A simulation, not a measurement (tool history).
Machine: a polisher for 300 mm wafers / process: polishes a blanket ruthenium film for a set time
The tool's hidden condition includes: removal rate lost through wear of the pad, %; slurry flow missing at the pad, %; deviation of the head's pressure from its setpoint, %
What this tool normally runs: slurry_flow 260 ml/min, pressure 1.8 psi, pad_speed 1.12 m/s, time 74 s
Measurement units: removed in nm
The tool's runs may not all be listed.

run    hour  slurry_flow  pressure  pad_speed  time  wafers since the last listed run  wafers polished on this pad  hours since the slurry nozzle was cleaned  hours since the head pressure was calibrated  incoming thickness of the incoming film, nm  removed
  1       0          205       1.8       1.12    74                                 0                         4852                                      736.6                                         654.4                                        376.8     98.7
       44.8  -- slurry nozzle cleaned
  2    56.5          260       1.8       1.12    74                               572                         5424                                       11.7                                         710.9                                        369.1     99.9
  3   102.9          260       1.8       1.12    74                               478                         5902                                       58.1                                         757.3                                        367.3     99.7
  4     182          260       1.8       1.12    74                               815                         6718                                      137.2                                         836.4                                          373     99.4
      341.7  -- worn pad replaced by a new one
  5   472.2          260       1.8       1.12    74                              2950                         1345                                      427.4                                        1126.6                                        374.4     98.9
  6   545.5          260       1.8       1.12    74                               755                         2101                                      500.7                                        1199.9                                        372.2     99.5
  7   637.2          260       1.4       1.12    74                               945                         3046                                      592.4                                        1291.6                                          367     78.3
  8   688.3          260       1.4       1.12    74                               526                         3573                                      643.5                                        1342.7                                        365.3     77.6
      719.6  -- head pressure recalibrated
  9     752          260       1.4       1.12    74                               636                         4209                                      707.2                                          32.4                                        375.4     78.5
 10   809.3          260       1.8       1.12    74                               590                         4800                                      764.5                                          89.7                                        365.6     99.4
 11   848.6          260       1.8       1.12    82                               405                         5205                                      803.8                                           129                                        375.7    109.5
      864.3  -- slurry nozzle cleaned
 12   935.3          260       1.8       1.12    82                               883                         6089                                         71                                         215.7                                        369.4    112.2
 13  1021.1          260       1.8       1.12    74                               884                         6973                                      156.8                                         301.5                                        369.6     98.4
 14  1064.2          260       1.8       1.12    74                               444                         7418                                      199.9                                         344.6                                        368.7    100.5
 15  1101.4          260         2       1.32    91                               383                         7801                                      237.1                                         381.8                                        365.6    151.8
     1140.9  -- worn pad replaced by a new one
 16  1170.3          335       1.8       1.12    74                               669                          302                                        306                                         450.7                                        375.3    102.3
 17  1253.5          325       1.8       1.44    81                               857                         1160                                      389.2                                         533.9                                        370.7    132.7
 18  1306.5          260       1.8       1.12    74                               546                         1707                                      442.2                                         586.9                                        369.3     99.9
 19  1358.5          195       1.3       0.96    63                               536                         2243                                      494.2                                         638.9                                        366.6     53.8
 20  1419.2          205       1.5       1.12    74                               625                         2868                                      554.9                                         699.6                                        366.4     80.2
 21    1515          260       2.3       1.26    97                               987                         3856                                      650.7                                         795.4                                        364.3      183
     1520.8  -- slurry nozzle cleaned
 22    1570          310       1.8       1.12    74                               556                         4413                                       49.2                                         850.4                                        365.2    101.6
 23  1611.2          260       1.8       1.12    74                               424                         4838                                       90.4                                         891.6                                        368.8     99.7
 24  1711.6          260       2.2       1.32    74                              1035                         5873                                      190.8                                           992                                        368.1    138.4
 25  1799.9          260       1.2       1.12    74                               910                         6783                                      279.1                                        1080.3                                        372.1     66.6
     1862.9  -- worn pad replaced by a new one
 26  1863.4          260       1.4       0.94    53                               613                            5                                      342.6                                        1143.8                                        373.5     49.9
 27  1919.8          260         2       1.48    74                               581                          586                                        399                                        1200.2                                        363.8    133.8
 28  1998.4          260       1.8       1.12    74                               810                         1397                                      477.6                                        1278.8                                        371.3       99
 29  2082.7          260         2        0.9    74                               869                         2266                                      561.9                                        1363.1                                        369.4     96.7
 30  2128.6          260       1.8       1.24    59                               473                         2739                                      607.8                                          1409                                        369.6     85.4
     2171.9  -- slurry nozzle cleaned
 31  2180.3          260       1.8       1.12    74                               522                         3262                                        8.4                                        1460.7                                        373.6     98.9
 32  2277.4          260       1.8       1.12    74                              1001                         4263                                      105.5                                        1557.8                                          364    100.4
     2348.6  -- head pressure recalibrated
 33  2356.2          260       1.8       1.12    74                               791                         5055                                      184.3                                           7.6                                        370.6     98.9
 34  2431.2          260       2.4       1.34    74                               773                         5828                                      259.3                                          82.6                                        372.6    149.3
 35  2521.7          260       1.8        1.3    74                               933                         6761                                      349.8                                         173.1                                        372.6      112
 36  2559.4          210       1.8       0.76    74                               388                         7150                                      387.5                                         210.8                                        366.8     77.1
 37  2613.3          260       1.8       1.12    74                               555                         7705                                      441.4                                         264.7                                        361.9    100.2

Consider 4 possible next runs. They are alternatives, not a sequence: every one starts from the tool as it was left by run 37. What does each give?
  A  2613.7          260       1.8       0.84    74                                 4                         7710                                      441.8                                         265.1                                        370.4        ?
  B  2613.7          260       1.5       1.12    63                                 4                         7710                                      441.8                                         265.1                                        370.4        ?
  C  2613.7          260       1.3          1    74                                 4                         7710                                      441.8                                         265.1                                        370.4        ?
  D  2613.7          210         2        1.4    98                                 4                         7710                                      441.8                                         265.1                                        370.4        ?

run  removed
  A     82.9
  B     70.7
  C     66.8
  D    168.1
Without the tool's hidden state the same runs would have given:
run  removed
  A     82.9
  B     70.7
  C     66.8
  D    168.1
